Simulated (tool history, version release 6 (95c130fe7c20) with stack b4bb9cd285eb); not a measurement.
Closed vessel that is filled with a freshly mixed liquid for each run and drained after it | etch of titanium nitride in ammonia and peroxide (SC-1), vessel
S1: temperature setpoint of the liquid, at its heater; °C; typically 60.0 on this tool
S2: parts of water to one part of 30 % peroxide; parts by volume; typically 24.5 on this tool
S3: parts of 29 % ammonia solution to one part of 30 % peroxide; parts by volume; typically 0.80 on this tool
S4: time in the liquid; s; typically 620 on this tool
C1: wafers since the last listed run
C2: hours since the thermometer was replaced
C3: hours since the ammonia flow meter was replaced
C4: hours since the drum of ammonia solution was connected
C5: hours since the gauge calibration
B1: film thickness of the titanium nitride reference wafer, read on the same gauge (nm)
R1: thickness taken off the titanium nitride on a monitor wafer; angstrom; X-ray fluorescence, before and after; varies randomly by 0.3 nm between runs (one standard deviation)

run,day,S1,S2,S3,S4,C1,C2,C3,C4,C5,B1,R1
1,0.000,60.0,24.5,0.95,620,0,1444.7,696.7,5.8,239.9,79.99,400.1
2,0.596,60.0,24.5,0.95,620,906,1459.0,711.0,20.1,254.2,80.01,400.9
3,1.850,60.0,24.5,0.80,620,1907,1489.1,741.1,50.2,284.3,80.02,390.6
# day 2.142: ammonia flow meter replaced
4,2.567,60.0,24.5,0.80,620,1026,1506.3,10.2,67.4,301.5,80.00,397.6
5,2.983,56.0,17.5,1.10,875,633,1516.3,20.2,77.4,311.5,79.99,539.5
6,3.538,60.0,24.5,0.80,620,842,1529.6,33.5,90.7,324.8,80.02,390.5
7,3.854,60.0,24.5,0.80,620,481,1537.2,41.1,98.3,332.4,79.99,387.1
# day 5.121: gauge calibrated
8,5.704,60.0,24.5,0.80,620,2813,1581.6,85.5,142.7,14.0,80.01,389.0
9,6.367,68.0,24.5,0.80,865,1007,1597.5,101.4,158.6,29.9,79.99,907.3
10,7.088,60.0,24.5,0.80,620,1096,1614.8,118.7,175.9,47.2,80.00,391.7
# day 7.654: new drum of ammonia solution connected
11,7.758,60.0,24.5,0.45,620,956,1630.9,134.8,2.5,63.3,80.00,352.8
12,8.438,68.5,13.0,0.80,770,1032,1647.2,151.1,18.8,79.6,80.02,1187.3
13,8.946,60.0,24.5,1.05,620,773,1659.4,163.3,31.0,91.8,80.01,417.8
# day 8.992: thermometer replaced
14,9.554,53.5,18.5,1.10,870,861,13.5,177.9,45.6,106.4,80.00,377.8
15,10.038,60.0,24.5,0.80,620,735,25.1,189.5,57.2,118.0,79.99,332.8
16,10.450,50.0,24.5,0.80,620,627,35.0,199.4,67.1,127.9,79.99,174.2
17,10.954,60.0,31.0,0.80,435,766,47.1,211.5,79.2,140.0,79.99,208.9
18,11.492,55.5,24.5,0.80,620,817,60.0,224.4,92.1,152.9,79.99,249.5
19,13.196,60.0,24.5,0.80,515,2591,100.9,265.3,133.0,193.8,79.99,276.7
20,13.542,55.5,24.5,1.20,620,525,109.2,273.6,141.3,202.1,80.02,271.6
21,14.092,67.0,24.5,0.60,975,836,122.4,286.8,154.5,215.3,80.00,794.3
22,14.767,52.0,24.5,1.00,620,1026,138.6,303.0,170.7,231.5,80.01,208.2
23,15.358,60.0,24.5,0.80,620,899,152.8,317.2,184.9,245.7,80.01,336.1
# day 15.667: new drum of ammonia solution connected
24,16.308,60.0,24.5,0.80,785,1381,175.6,340.0,15.4,268.5,80.00,426.6
25,16.579,60.0,24.5,0.65,715,411,182.1,346.5,21.9,275.0,80.01,385.8
26,17.200,69.0,24.5,0.95,800,944,197.0,361.4,36.8,289.9,80.02,806.0
27,17.529,60.0,28.5,0.45,955,500,204.9,369.3,44.7,297.8,79.99,429.1
28,18.596,51.5,35.5,0.80,620,1622,230.5,394.9,70.3,323.4,79.99,158.5

Exercise: give the hidden state of the tool at every run:
ammonia flow below the setpoint (%): 0, the same for each run
ammonia solution weaker than its label (%): 0, the same for each run
gauge reads high (%): 0, the same for each run
H1: liquid hotter than its thermometer reads (K)
run,H1
1,2.25
2,2.27
3,2.32
4,2.34
5,2.36
6,2.38
7,2.39
8,2.46
9,2.48
10,2.51
11,2.53
12,2.56
13,2.58
14,0.0955
15,0.113
16,0.129
17,0.147
18,0.167
19,0.23
20,0.243
21,0.263
22,0.288
23,0.31
24,0.345
25,0.355
26,0.378
27,0.39
28,0.43

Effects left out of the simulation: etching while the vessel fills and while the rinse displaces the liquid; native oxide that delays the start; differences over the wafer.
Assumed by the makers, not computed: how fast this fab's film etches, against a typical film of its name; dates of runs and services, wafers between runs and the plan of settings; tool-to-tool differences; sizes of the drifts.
